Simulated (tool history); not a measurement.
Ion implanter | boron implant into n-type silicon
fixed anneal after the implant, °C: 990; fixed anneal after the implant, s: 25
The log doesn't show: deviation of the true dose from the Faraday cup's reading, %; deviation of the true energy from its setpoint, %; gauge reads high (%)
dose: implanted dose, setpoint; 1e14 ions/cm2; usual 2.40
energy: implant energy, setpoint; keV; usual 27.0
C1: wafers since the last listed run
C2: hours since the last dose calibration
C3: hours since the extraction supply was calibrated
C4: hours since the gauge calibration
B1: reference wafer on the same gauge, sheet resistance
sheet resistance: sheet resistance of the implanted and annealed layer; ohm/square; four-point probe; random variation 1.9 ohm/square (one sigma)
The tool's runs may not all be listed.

Run 1, hour 0.0: usual settings; C1 0; C2 560.4; C3 5839.0; C4 525.4; B1 302.70. Result: sheet resistance 370.95 ohm/square.
Run 2, hour 24.4: usual settings; C1 511; C2 584.8; C3 5863.4; C4 549.8; B1 303.12. Result: sheet resistance 368.63 ohm/square.
Run 3, hour 57.1: usual settings but energy 21.5 keV; C1 685; C2 617.5; C3 5896.1; C4 582.5; B1 302.56. Result: sheet resistance 379.78 ohm/square.
Run 4, hour 84.0: usual settings but energy 21.5 keV; C1 564; C2 644.4; C3 5923.0; C4 609.4; B1 302.61. Result: sheet resistance 381.44 ohm/square.
Run 5, hour 103.6: usual settings; C1 410; C2 664.0; C3 5942.6; C4 629.0; B1 302.65. Result: sheet resistance 371.96 ohm/square.
Run 6, hour 169.5: usual settings; C1 1381; C2 729.9; C3 6008.5; C4 694.9; B1 302.68. Result: sheet resistance 371.48 ohm/square.
Run 7, hour 186.7: usual settings; C1 360; C2 747.1; C3 6025.7; C4 712.1; B1 303.36. Result: sheet resistance 369.47 ohm/square.
At hour 206.6: gauge calibrated.
Run 8, hour 207.4: usual settings; C1 434; C2 767.8; C3 6046.4; C4 0.8; B1 302.88. Result: sheet resistance 368.93 ohm/square.
Run 9, hour 225.3: usual settings but dose 2.94 1e14 ions/cm2; C1 375; C2 785.7; C3 6064.3; C4 18.7; B1 303.42. Result: sheet resistance 318.59 ohm/square.
Run 10, hour 290.6: usual settings but dose 2.94 1e14 ions/cm2; C1 1369; C2 851.0; C3 6129.6; C4 84.0; B1 303.12. Result: sheet resistance 317.39 ohm/square.
Run 11, hour 312.9: usual settings but energy 32.0 keV; C1 467; C2 873.3; C3 6151.9; C4 106.3; B1 303.19. Result: sheet resistance 363.76 ohm/square.
Run 12, hour 348.9: usual settings but dose 2.06 1e14 ions/cm2, energy 21.5 keV; C1 754; C2 909.3; C3 6187.9; C4 142.3; B1 302.83. Result: sheet resistance 428.49 ohm/square.
At hour 361.3: extraction supply calibrated.
Run 13, hour 383.2: usual settings but dose 2.05 1e14 ions/cm2, energy 33.0 keV; C1 551; C2 943.6; C3 21.9; C4 176.6; B1 303.11. Result: sheet resistance 407.19 ohm/square.
At hour 402.7: Faraday cup replaced and dose calibrated.
Run 14, hour 457.1: usual settings but energy 29.5 keV; C1 1381; C2 54.4; C3 95.8; C4 250.5; B1 302.89. Result: sheet resistance 354.69 ohm/square.
Run 15, hour 473.3: usual settings but dose 1.69 1e14 ions/cm2; C1 339; C2 70.6; C3 112.0; C4 266.7; B1 303.10. Result: sheet resistance 469.00 ohm/square.
Run 16, hour 509.3: usual settings but dose 1.96 1e14 ions/cm2, energy 18.0 keV; C1 754; C2 106.6; C3 148.0; C4 302.7; B1 302.86. Result: sheet resistance 442.82 ohm/square.
Run 17, hour 531.4: usual settings; C1 463; C2 128.7; C3 170.1; C4 324.8; B1 302.85. Result: sheet resistance 364.72 ohm/square.
Run 18, hour 548.7: usual settings; C1 362; C2 146.0; C3 187.4; C4 342.1; B1 302.72. Result: sheet resistance 362.01 ohm/square.
Run 19, hour 570.1: usual settings but dose 1.97 1e14 ions/cm2, energy 23.5 keV; C1 448; C2 167.4; C3 208.8; C4 363.5; B1 302.97. Result: sheet resistance 433.49 ohm/square.
Run 20, hour 584.5: usual settings; C1 301; C2 181.8; C3 223.2; C4 377.9; B1 303.43. Result: sheet resistance 363.40 ohm/square.
Run 21, hour 607.8: usual settings but energy 35.0 keV; C1 488; C2 205.1; C3 246.5; C4 401.2; B1 303.38. Result: sheet resistance 353.31 ohm/square.
Run 22, hour 642.0: usual settings but energy 22.5 keV; C1 717; C2 239.3; C3 280.7; C4 435.4; B1 302.73. Result: sheet resistance 373.25 ohm/square.
Run 23, hour 658.2: usual settings but energy 18.5 keV; C1 339; C2 255.5; C3 296.9; C4 451.6; B1 302.71. Result: sheet resistance 386.06 ohm/square.

3 ways to go on from here, each from the tool as it stands after run 23. What would each give?
Run A, hour 658.6: usual settings but energy 30.0 keV; C1 8; C2 255.9; C3 297.3; C4 452.0; B1 ?. Result: sheet resistance ?.
Run B, hour 658.6: usual settings but dose 1.93 1e14 ions/cm2, energy 31.5 keV; C1 8; C2 255.9; C3 297.3; C4 452.0; B1 ?. Result: sheet resistance ?.
Run C, hour 658.6: usual settings but dose 2.14 1e14 ions/cm2, energy 32.5 keV; C1 8; C2 255.9; C3 297.3; C4 452.0; B1 ?. Result: sheet resistance ?.

run      B1  sheet resistance
  A  302.76            363.77
  B  302.76            424.79
  C  302.76            392.10
Without the tool's hidden state the same runs would have given:
run  sheet resistance
  A            354.49
  B            414.19
  C            382.29
